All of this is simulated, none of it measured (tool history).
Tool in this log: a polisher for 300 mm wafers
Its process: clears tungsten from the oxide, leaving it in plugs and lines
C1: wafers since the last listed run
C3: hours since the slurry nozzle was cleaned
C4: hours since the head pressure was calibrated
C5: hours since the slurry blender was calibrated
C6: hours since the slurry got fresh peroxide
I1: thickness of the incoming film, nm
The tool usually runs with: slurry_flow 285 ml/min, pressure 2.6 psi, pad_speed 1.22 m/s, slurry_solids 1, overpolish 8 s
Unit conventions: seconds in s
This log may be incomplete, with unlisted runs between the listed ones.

{"run": 1, "hour": 0.0, "slurry_flow": 285, "pressure": 2.6, "pad_speed": 1.38, "slurry_solids": 0.8, "overpolish": 8, "C1": 0, "wafers polished on this pad": 587, "C3": 172.5, "C4": 803.6, "C5": 99.9, "C6": 1.4, "I1": 393.1, "seconds": 79}
{"run": 2, "hour": 15.8, "slurry_flow": 285, "pressure": 2.6, "pad_speed": 1.22, "slurry_solids": 0.9, "overpolish": 8, "C1": 81, "wafers polished on this pad": 669, "C3": 188.3, "C4": 819.4, "C5": 115.7, "C6": 17.2, "I1": 399, "seconds": 91.4}
{"run": 3, "hour": 34.6, "slurry_flow": 285, "pressure": 2.6, "pad_speed": 1.22, "slurry_solids": 0.9, "overpolish": 8, "C1": 97, "wafers polished on this pad": 766, "C3": 207.1, "C4": 838.2, "C5": 134.5, "C6": 36, "I1": 390.6, "seconds": 88.8}
{"hour": 51.6, "done": "slurry blender recalibrated"}
{"run": 4, "hour": 66.5, "slurry_flow": 285, "pressure": 2.6, "pad_speed": 1.22, "slurry_solids": 1, "overpolish": 8, "C1": 154, "wafers polished on this pad": 920, "C3": 239, "C4": 870.1, "C5": 14.9, "C6": 67.9, "I1": 399.8, "seconds": 87}
{"hour": 69.8, "done": "slurry tank refilled with fresh slurry and peroxide"}
{"run": 5, "hour": 95.6, "slurry_flow": 285, "pressure": 2.6, "pad_speed": 1.22, "slurry_solids": 1, "overpolish": 8, "C1": 145, "wafers polished on this pad": 1066, "C3": 268.1, "C4": 899.2, "C5": 44, "C6": 25.8, "I1": 401.5, "seconds": 89.7}
{"run": 6, "hour": 113.9, "slurry_flow": 285, "pressure": 2.6, "pad_speed": 1.22, "slurry_solids": 1, "overpolish": 8, "C1": 94, "wafers polished on this pad": 1160, "C3": 286.4, "C4": 917.5, "C5": 62.3, "C6": 44.1, "I1": 404.4, "seconds": 88.8}
{"hour": 138.1, "done": "worn pad replaced by a new one"}
{"hour": 142.8, "done": "slurry tank refilled with fresh slurry and peroxide"}
{"run": 7, "hour": 146.2, "slurry_flow": 215, "pressure": 2.6, "pad_speed": 1.22, "slurry_solids": 1, "overpolish": 8, "C1": 141, "wafers polished on this pad": 36, "C3": 318.7, "C4": 949.8, "C5": 94.6, "C6": 3.4, "I1": 396.3, "seconds": 91.7}
{"hour": 152.0, "done": "head pressure recalibrated"}
{"run": 8, "hour": 171.8, "slurry_flow": 215, "pressure": 2.6, "pad_speed": 1.22, "slurry_solids": 1, "overpolish": 8, "C1": 121, "wafers polished on this pad": 158, "C3": 344.3, "C4": 19.8, "C5": 120.2, "C6": 29, "I1": 398.6, "seconds": 91.3}
{"hour": 193.7, "done": "slurry nozzle cleaned"}
{"run": 9, "hour": 205.6, "slurry_flow": 285, "pressure": 2.6, "pad_speed": 1.22, "slurry_solids": 1, "overpolish": 12, "C1": 169, "wafers polished on this pad": 328, "C3": 11.9, "C4": 53.6, "C5": 154, "C6": 62.8, "I1": 397.8, "seconds": 90}
{"hour": 211.6, "done": "slurry tank refilled with fresh slurry and peroxide"}
{"hour": 223.0, "done": "slurry blender recalibrated"}
{"run": 10, "hour": 236.0, "slurry_flow": 285, "pressure": 2.6, "pad_speed": 1.22, "slurry_solids": 1, "overpolish": 8, "C1": 141, "wafers polished on this pad": 469, "C3": 42.3, "C4": 84, "C5": 13, "C6": 24.4, "I1": 401.3, "seconds": 85.9}
{"run": 11, "hour": 254.7, "slurry_flow": 315, "pressure": 3.4, "pad_speed": 1.52, "slurry_solids": 0.85, "overpolish": 8, "C1": 96, "wafers polished on this pad": 566, "C3": 61, "C4": 102.7, "C5": 31.7, "C6": 43.1, "I1": 400.1, "seconds": 56.8}

Estimate the outcome of run 12 from the log above:
{"hour": 284.8, "done": "slurry tank refilled with fresh slurry and peroxide"}
{"run": 12, "hour": 290.0, "slurry_flow": 285, "pressure": 2.6, "pad_speed": 1.1, "slurry_solids": 0.9, "overpolish": 4, "C1": 177, "wafers polished on this pad": 743, "C3": 96.3, "C4": 138, "C5": 67, "C6": 5.2, "I1": 390.6, "seconds": "?"}

seconds: 98 s
Without the tool's hidden state the same run would have given seconds 95.9 s.
